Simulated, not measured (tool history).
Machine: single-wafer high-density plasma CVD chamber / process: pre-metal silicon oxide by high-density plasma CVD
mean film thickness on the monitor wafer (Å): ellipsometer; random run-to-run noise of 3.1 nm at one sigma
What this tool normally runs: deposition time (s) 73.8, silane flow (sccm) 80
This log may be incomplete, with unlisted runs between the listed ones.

run,hour,deposition time (s),silane flow (sccm),"read-back reference wafer on the same gauge, thickness_nm",mean film thickness on the monitor wafer (Å)
1,0,73.8,86,644.043,6031.42
2,25.4,73.8,80,643.852,5654.95
3,55.3,81.5,80,645.033,6204.33
4,126.2,81.5,80,645.043,6219.23
5,187.5,73.8,91,644.748,6325.07
6,242.1,73.8,91,644.278,6399.02
7,339.1,73.8,80,643.257,5489
8,388.2,73.8,75,644.103,5160.87
9,454,73.8,92,643.202,6299.68
10,495.7,73.8,92,644.383,6312.69
11,544.6,73.8,92,643.627,6355.96
12,585.2,73.8,80,643.566,5481.81
13,617.2,73.8,80,643.784,5453.24
14,671.6,73.8,80,644.118,5428.08
15,707.2,73.8,80,642.385,5378.43
16,732.1,73.8,80,644.966,5411.12
17,779,73.8,80,642.684,5445.06
18,809.8,73.8,80,643.775,5629.56
19,835.5,79.9,80,643.639,6209.28
20,888.4,79.9,80,643.269,6154.89
21,953.6,73.8,80,644.024,5660.69
22,1020.1,73.8,80,644.339,5682.62
23,1113.2,73.8,85,644.503,6009.6
24,1186.1,60.4,80,644.275,4601.43
25,1252.8,65.4,80,643.073,5059.03
26,1282.7,59.5,66,644.386,3775.63
27,1329.8,82.1,89,643.179,7001.12
28,1384.4,73.8,80,644.701,5646.99
29,1447.9,68.9,75,644.5,4928.88
30,1518.9,65.6,76,644.442,4724.52
31,1571.8,80.6,65,643.529,4928.63
32,1608.9,73.8,80,644.7,5630.41
33,1637.1,69,65,644.145,4228.72
34,1676.9,86,80,644.489,6466.92
35,1709.4,73.8,80,644.935,5609.27
36,1755.6,83.8,73,643.807,5850.41
37,1788.9,84.4,90,644.152,7158.44
38,1860.1,69,80,643.287,5256.36
39,1905.1,88,80,643.852,6599.08
40,1953.3,68.4,70,643.827,4517.69
41,2016.6,87.2,73,643.878,5872.99

Not shown: 2 entries that the log had between the listed runs. Between which runs, and how does the tool's hidden state differ before and after?
From run 16 to run 17: gauge calibrated (hour 774.3)
  delivered silane flow above the setpoint (%): -4.57 -> -4.85
  difference, measured minus the result without the unlogged condition, mean film thickness on the monitor wafer (Å): -259.12 -> -277.33
From run 17 to run 18: silane flow controller replaced (hour 797.7)
  delivered silane flow above the setpoint (%): -4.85 -> -0.0931
  difference, measured minus the result without the unlogged condition, mean film thickness on the monitor wafer (Å): -277.33 -> -5.24
